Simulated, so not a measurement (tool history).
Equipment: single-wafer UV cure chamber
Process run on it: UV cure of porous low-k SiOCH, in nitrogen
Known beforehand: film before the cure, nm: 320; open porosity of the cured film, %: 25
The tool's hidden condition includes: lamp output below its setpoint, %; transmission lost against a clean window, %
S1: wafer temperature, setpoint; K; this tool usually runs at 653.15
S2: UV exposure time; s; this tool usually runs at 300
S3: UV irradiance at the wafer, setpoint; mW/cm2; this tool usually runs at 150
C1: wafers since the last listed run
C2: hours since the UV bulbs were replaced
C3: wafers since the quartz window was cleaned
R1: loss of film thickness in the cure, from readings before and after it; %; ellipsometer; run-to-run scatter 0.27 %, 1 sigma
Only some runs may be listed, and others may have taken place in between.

run   hour      S1   S2   S3   C1      C2    C3      R1
  1    0.0  653.15  300  150    0   282.1  3171  14.768
  2   56.7  646.15  300  150  408   338.8  3580  14.943
  3  127.3  646.15  300  150  509   409.4  4090  14.109
  4  174.3  646.15  300  150  339   456.4  4429  14.608
     210.1  -- quartz window cleaned
  5  224.2  653.15  300  150  302   506.3   101  14.766
  6  289.9  653.15  300  150  473   572.0   575  14.338
  7  330.1  653.15  300  150  289   612.2   865  14.155
  8  396.5  653.15  300  150  478   678.6  1344  14.621
  9  424.8  653.15  300  150  204   706.9  1548  14.297
 10  467.8  653.15  300  150  310   749.9  1858  14.461
 11  492.0  653.15  300  150  174   774.1  2033  13.891
 12  532.6  653.15  300  129  292   814.7  2326  13.437
 13  584.5  653.15  300  129  374   866.6  2700  13.096
 14  643.4  653.15  300  129  424   925.5  3125  13.176
 15  668.8  653.15  300  150  183   950.9  3308  13.916
 16  732.9  653.15  300  150  462  1015.0  3771  13.950

The next listed run, before its measurement:
 17  786.0  653.15  300  150  383  1068.1  4154   ?

Run 17 gave R1 14.457 %.
On a tool with no hidden condition, and with the same random variation, this run would have come out at R1 16.965 %.
